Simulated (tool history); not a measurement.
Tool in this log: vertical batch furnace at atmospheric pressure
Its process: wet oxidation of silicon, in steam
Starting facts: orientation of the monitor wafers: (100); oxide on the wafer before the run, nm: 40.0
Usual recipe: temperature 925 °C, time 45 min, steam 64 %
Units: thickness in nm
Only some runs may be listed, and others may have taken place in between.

run	hour	temperature	time	steam	wafers since the last listed run	hours since the last temperature calibration	hours since the steam generator was serviced	hours since the gauge calibration	read-back reference wafer on the same gauge, thickness	thickness
1	0	925	45	64	0	2724.2	1078.9	163.5	128.03	145.8
2	34.2	925	45	64	685	2758.4	1113.1	197.7	128.02	145.86
3	55.5	925	45	64	426	2779.7	1134.4	219	128.08	146.45
4	86.6	925	45	64	623	2810.8	1165.5	250.1	127.97	145.75
5	107.7	925	45	64	422	2831.9	1186.6	271.2	127.97	145.3
6	141	925	45	64	667	2865.2	1219.9	304.5	127.97	145.83
7	158.9	925	45	64	358	2883.1	1237.8	322.4	128.02	145.64
8	173.6	925	45	64	294	2897.8	1252.5	337.1	128.01	144.93
9	188.1	925	45	64	290	2912.3	1267	351.6	128.03	145.06
# hour 238: steam generator serviced
10	238.5	925	45	64	528	2962.7	0.5	402	127.94	139.59
11	260.5	925	45	64	440	2984.7	22.5	424	128.03	139.57
12	289.7	925	45	64	584	3013.9	51.7	453.2	128.07	139.32
13	321.5	925	45	64	637	3045.7	83.5	485	128.03	140.07
14	428	925	45	64	2133	3152.2	190	591.5	128.05	140.18
15	461.5	925	45	64	671	3185.7	223.5	625	128.01	140.18
16	479.5	938	45	64	360	3203.7	241.5	643	128	155.46
# hour 492.9: gauge calibrated
# hour 529.5: steam generator serviced, repeated, since the last time left the tool worse
17	530	925	45	64	530	3254.2	0.5	37.1	127.93	148.64
18	538.4	939	45	56	168	3262.6	8.9	45.5	127.95	153.26
19	572	925	45	75	673	3296.2	42.5	79.1	127.99	165.6
20	592.9	911	55	64	418	3317.1	63.4	100	127.94	150.16
21	618.2	935	62	59	506	3342.4	88.7	125.3	127.94	191.4
22	638.6	925	45	64	408	3362.8	109.1	145.7	127.94	148.69
23	657	925	24	64	368	3381.2	127.5	164.1	127.99	101.11
# hour 700: thermocouples replaced and temperature profile calibrated
24	700.5	925	57	64	390	0.5	171	207.6	128.05	174.23
25	715.6	925	45	64	302	15.6	186.1	222.7	128.11	148.91
26	742	925	45	64	528	42	212.5	249.1	128.03	148.28
27	770.3	925	63	64	566	70.3	240.8	277.4	127.89	185.45
28	782.9	925	45	64	252	82.9	253.4	290	128	148.25
29	806.7	925	45	57	476	106.7	277.2	313.8	127.94	137.69
30	838.3	925	45	64	633	138.3	308.8	345.4	127.97	148.08
31	865.7	925	45	64	548	165.7	336.2	372.8	128	148.47
32	901.2	904	63	56	711	201.2	371.7	408.3	127.99	139.96
33	918.6	902	45	55	348	218.6	389.1	425.7	127.94	110.82
34	936.5	935	57.5	64	358	236.5	407	443.6	127.98	190.22
35	965.6	925	67.5	54	582	265.6	436.1	472.7	127.88	173.91
36	1070.8	925	25.5	60	2107	370.8	541.3	577.9	127.94	101
37	1101.7	947	35	64	619	401.7	572.2	608.8	127.98	151.21

Hidden condition of the tool, last listed run before each entry between runs versus first listed run after:
From run 9 to run 10: steam generator serviced (hour 238)
  steam share off its setpoint, % of the setpoint: -4.98 -> -10.2
  difference, measured minus the result without the unlogged condition, thickness: -4.96 -> -10.17 nm
From run 16 to run 17: gauge calibrated (hour 492.9); steam generator serviced, repeated, since the last time left the tool worse (hour 529.5)
  steam share off its setpoint, % of the setpoint: -10.3 -> -1.07
  difference, measured minus the result without the unlogged condition, thickness: -11.74 -> -1.06 nm
From run 23 to run 24: thermocouples replaced and temperature profile calibrated (hour 700)
  steam share off its setpoint, % of the setpoint: -1.11 -> -1.15
  difference, measured minus the result without the unlogged condition, thickness: -0.64 -> -1.39 nm

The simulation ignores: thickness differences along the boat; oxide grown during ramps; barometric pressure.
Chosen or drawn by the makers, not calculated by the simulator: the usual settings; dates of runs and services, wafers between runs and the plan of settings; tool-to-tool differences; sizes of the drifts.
